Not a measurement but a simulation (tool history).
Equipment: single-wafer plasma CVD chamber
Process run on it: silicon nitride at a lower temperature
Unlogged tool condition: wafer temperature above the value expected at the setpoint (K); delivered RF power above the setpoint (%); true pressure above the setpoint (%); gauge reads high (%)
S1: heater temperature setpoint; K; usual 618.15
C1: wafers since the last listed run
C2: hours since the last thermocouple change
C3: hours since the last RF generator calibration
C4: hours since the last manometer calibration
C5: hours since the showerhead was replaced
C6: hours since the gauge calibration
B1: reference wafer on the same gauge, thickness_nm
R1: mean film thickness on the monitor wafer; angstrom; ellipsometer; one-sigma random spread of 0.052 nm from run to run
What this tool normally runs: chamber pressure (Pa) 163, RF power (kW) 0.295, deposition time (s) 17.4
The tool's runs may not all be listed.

{"run": 1, "day": 0.0, "S1": 618.15, "chamber pressure (Pa)": 163, "RF power (kW)": 0.295, "deposition time (s)": 17.4, "C1": 0, "C2": 864.3, "C3": 775.0, "C4": 1327.3, "C5": 7368.4, "C6": 1032.2, "B1": 17.112, "R1": 188.81}
{"run": 2, "day": 2.662, "S1": 618.15, "chamber pressure (Pa)": 163, "RF power (kW)": 0.295, "deposition time (s)": 17.4, "C1": 1769, "C2": 928.2, "C3": 838.9, "C4": 1391.2, "C5": 7432.3, "C6": 1096.1, "B1": 17.102, "R1": 188.88}
{"run": 3, "day": 5.029, "S1": 618.15, "chamber pressure (Pa)": 163, "RF power (kW)": 0.295, "deposition time (s)": 17.4, "C1": 1572, "C2": 985.0, "C3": 895.7, "C4": 1448.0, "C5": 7489.1, "C6": 1152.9, "B1": 17.098, "R1": 188.73}
{"run": 4, "day": 6.275, "S1": 618.15, "chamber pressure (Pa)": 163, "RF power (kW)": 0.295, "deposition time (s)": 17.4, "C1": 827, "C2": 1014.9, "C3": 925.6, "C4": 1477.9, "C5": 7519.0, "C6": 1182.8, "B1": 17.091, "R1": 187.62}
{"run": 5, "day": 7.321, "S1": 618.15, "chamber pressure (Pa)": 163, "RF power (kW)": 0.295, "deposition time (s)": 17.4, "C1": 694, "C2": 1040.0, "C3": 950.7, "C4": 1503.0, "C5": 7544.1, "C6": 1207.9, "B1": 17.085, "R1": 188.63}
{"run": 6, "day": 9.346, "S1": 618.15, "chamber pressure (Pa)": 163, "RF power (kW)": 0.295, "deposition time (s)": 17.4, "C1": 1345, "C2": 1088.6, "C3": 999.3, "C4": 1551.6, "C5": 7592.7, "C6": 1256.5, "B1": 17.056, "R1": 188.25}
{"run": 7, "day": 11.492, "S1": 618.15, "chamber pressure (Pa)": 163, "RF power (kW)": 0.295, "deposition time (s)": 17.4, "C1": 1425, "C2": 1140.1, "C3": 1050.8, "C4": 1603.1, "C5": 7644.2, "C6": 1308.0, "B1": 17.07, "R1": 188.22}
{"run": 8, "day": 12.546, "S1": 618.15, "chamber pressure (Pa)": 163, "RF power (kW)": 0.295, "deposition time (s)": 17.4, "C1": 700, "C2": 1165.4, "C3": 1076.1, "C4": 1628.4, "C5": 7669.5, "C6": 1333.3, "B1": 17.078, "R1": 187.71}
{"day": 14.183, "done": "RF generator calibrated"}
{"run": 9, "day": 14.321, "S1": 618.15, "chamber pressure (Pa)": 163, "RF power (kW)": 0.295, "deposition time (s)": 17.4, "C1": 957, "C2": 1208.0, "C3": 3.3, "C4": 1671.0, "C5": 7712.1, "C6": 1375.9, "B1": 17.066, "R1": 187.49}
{"run": 10, "day": 16.483, "S1": 618.15, "chamber pressure (Pa)": 163, "RF power (kW)": 0.295, "deposition time (s)": 17.4, "C1": 1436, "C2": 1259.9, "C3": 55.2, "C4": 1722.9, "C5": 7764.0, "C6": 1427.8, "B1": 17.054, "R1": 187.71}
{"run": 11, "day": 18.583, "S1": 618.15, "chamber pressure (Pa)": 163, "RF power (kW)": 0.295, "deposition time (s)": 17.4, "C1": 1395, "C2": 1310.3, "C3": 105.6, "C4": 1773.3, "C5": 7814.4, "C6": 1478.2, "B1": 17.043, "R1": 187.82}
{"run": 12, "day": 21.338, "S1": 618.15, "chamber pressure (Pa)": 163, "RF power (kW)": 0.295, "deposition time (s)": 17.4, "C1": 1830, "C2": 1376.4, "C3": 171.7, "C4": 1839.4, "C5": 7880.5, "C6": 1544.3, "B1": 17.057, "R1": 188.01}
{"day": 22.35, "done": "capacitance manometer re-zeroed and calibrated"}
{"run": 13, "day": 25.171, "S1": 618.15, "chamber pressure (Pa)": 163, "RF power (kW)": 0.295, "deposition time (s)": 17.4, "C1": 2325, "C2": 1468.4, "C3": 263.7, "C4": 67.7, "C5": 7972.5, "C6": 1636.3, "B1": 17.053, "R1": 187.14}
{"run": 14, "day": 27.467, "S1": 623.15, "chamber pressure (Pa)": 163, "RF power (kW)": 0.295, "deposition time (s)": 14.8, "C1": 1525, "C2": 1523.5, "C3": 318.8, "C4": 122.8, "C5": 8027.6, "C6": 1691.4, "B1": 17.034, "R1": 159.56}
{"day": 30.017, "done": "gauge calibrated"}
{"run": 15, "day": 30.021, "S1": 618.15, "chamber pressure (Pa)": 179, "RF power (kW)": 0.31, "deposition time (s)": 17.4, "C1": 1697, "C2": 1584.8, "C3": 380.1, "C4": 184.1, "C5": 8088.9, "C6": 0.1, "B1": 17.481, "R1": 205.4}
{"run": 16, "day": 32.821, "S1": 618.15, "chamber pressure (Pa)": 163, "RF power (kW)": 0.295, "deposition time (s)": 17.4, "C1": 1860, "C2": 1652.0, "C3": 447.3, "C4": 251.3, "C5": 8156.1, "C6": 67.3, "B1": 17.402, "R1": 192.46}
{"day": 34.717, "done": "thermocouple changed; heater temperature recalibrated"}
{"run": 17, "day": 35.529, "S1": 612.15, "chamber pressure (Pa)": 163, "RF power (kW)": 0.295, "deposition time (s)": 17.4, "C1": 1578, "C2": 19.5, "C3": 512.3, "C4": 316.3, "C5": 8221.1, "C6": 132.3, "B1": 17.37, "R1": 191.44}
{"run": 18, "day": 38.017, "S1": 618.15, "chamber pressure (Pa)": 191, "RF power (kW)": 0.295, "deposition time (s)": 15.7, "C1": 1652, "C2": 79.2, "C3": 572.0, "C4": 376.0, "C5": 8280.8, "C6": 192.0, "B1": 17.331, "R1": 178.13}
{"day": 39.842, "done": "showerhead replaced"}
{"run": 19, "day": 40.238, "S1": 629.15, "chamber pressure (Pa)": 133, "RF power (kW)": 0.295, "deposition time (s)": 17.4, "C1": 1254, "C2": 132.5, "C3": 625.3, "C4": 429.3, "C5": 9.5, "C6": 245.3, "B1": 17.278, "R1": 181.66}
{"run": 20, "day": 41.308, "S1": 618.15, "chamber pressure (Pa)": 163, "RF power (kW)": 0.295, "deposition time (s)": 17.4, "C1": 711, "C2": 158.2, "C3": 651.0, "C4": 455.0, "C5": 35.2, "C6": 271.0, "B1": 17.274, "R1": 190.2}
{"run": 21, "day": 46.971, "S1": 618.15, "chamber pressure (Pa)": 163, "RF power (kW)": 0.295, "deposition time (s)": 17.4, "C1": 3762, "C2": 294.1, "C3": 786.9, "C4": 590.9, "C5": 171.1, "C6": 406.9, "B1": 17.207, "R1": 189.8}
{"run": 22, "day": 49.888, "S1": 618.15, "chamber pressure (Pa)": 189, "RF power (kW)": 0.295, "deposition time (s)": 14.9, "C1": 1938, "C2": 364.1, "C3": 856.9, "C4": 660.9, "C5": 241.1, "C6": 476.9, "B1": 17.149, "R1": 167.06}
{"run": 23, "day": 51.088, "S1": 618.15, "chamber pressure (Pa)": 135, "RF power (kW)": 0.295, "deposition time (s)": 20.4, "C1": 797, "C2": 392.9, "C3": 885.7, "C4": 689.7, "C5": 269.9, "C6": 505.7, "B1": 17.138, "R1": 212.12}
{"run": 24, "day": 52.938, "S1": 618.15, "chamber pressure (Pa)": 163, "RF power (kW)": 0.275, "deposition time (s)": 17.4, "C1": 1229, "C2": 437.3, "C3": 930.1, "C4": 734.1, "C5": 314.3, "C6": 550.1, "B1": 17.137, "R1": 177.62}
{"run": 25, "day": 55.658, "S1": 618.15, "chamber pressure (Pa)": 124, "RF power (kW)": 0.295, "deposition time (s)": 17.4, "C1": 1807, "C2": 502.6, "C3": 995.4, "C4": 799.4, "C5": 379.6, "C6": 615.4, "B1": 17.12, "R1": 177.98}
{"day": 58.596, "done": "RF generator calibrated"}
{"run": 26, "day": 64.492, "S1": 618.15, "chamber pressure (Pa)": 163, "RF power (kW)": 0.295, "deposition time (s)": 17.4, "C1": 5648, "C2": 714.6, "C3": 141.5, "C4": 1011.4, "C5": 591.6, "C6": 827.4, "B1": 17.048, "R1": 187.34}
{"run": 27, "day": 67.038, "S1": 612.15, "chamber pressure (Pa)": 185, "RF power (kW)": 0.345, "deposition time (s)": 19.0, "C1": 1691, "C2": 775.7, "C3": 202.6, "C4": 1072.5, "C5": 652.7, "C6": 888.5, "B1": 17.028, "R1": 242.02}
{"run": 28, "day": 68.529, "S1": 618.15, "chamber pressure (Pa)": 123, "RF power (kW)": 0.275, "deposition time (s)": 17.4, "C1": 991, "C2": 811.5, "C3": 238.4, "C4": 1108.3, "C5": 688.5, "C6": 924.3, "B1": 17.027, "R1": 165.37}
{"run": 29, "day": 70.992, "S1": 627.15, "chamber pressure (Pa)": 163, "RF power (kW)": 0.295, "deposition time (s)": 17.4, "C1": 1636, "C2": 870.6, "C3": 297.5, "C4": 1167.4, "C5": 747.6, "C6": 983.4, "B1": 16.999, "R1": 186.27}

Hidden condition of the tool, last listed run before each entry between runs versus first listed run after:
Run 8 -> run 9: RF generator calibrated (day 14.183)
  gauge reads high (%): -2.46 -> -2.49
  measured result minus the result with no hidden state, R1: -4.73 -> -4.79 angstrom
Run 12 -> run 13: capacitance manometer re-zeroed and calibrated (day 22.350)
  gauge reads high (%): -2.58 -> -2.63
  measured result minus the result with no hidden state, R1: -4.99 -> -5.05 angstrom
Run 14 -> run 15: gauge calibrated (day 30.017)
  gauge reads high (%): -2.65 -> -0.196
  measured result minus the result with no hidden state, R1: -4.34 -> -0.40 angstrom
Run 16 -> run 17: thermocouple changed; heater temperature recalibrated (day 34.717)
  gauge reads high (%): -0.514 -> -0.792
  measured result minus the result with no hidden state, R1: -0.99 -> -1.53 angstrom
Run 18 -> run 19: showerhead replaced (day 39.842)
  gauge reads high (%): -1.03 -> -1.22
  measured result minus the result with no hidden state, R1: -1.85 -> -2.24 angstrom
Run 25 -> run 26: RF generator calibrated (day 58.596)
  gauge reads high (%): -2.2 -> -2.57
  measured result minus the result with no hidden state, R1: -4.01 -> -4.93 angstrom

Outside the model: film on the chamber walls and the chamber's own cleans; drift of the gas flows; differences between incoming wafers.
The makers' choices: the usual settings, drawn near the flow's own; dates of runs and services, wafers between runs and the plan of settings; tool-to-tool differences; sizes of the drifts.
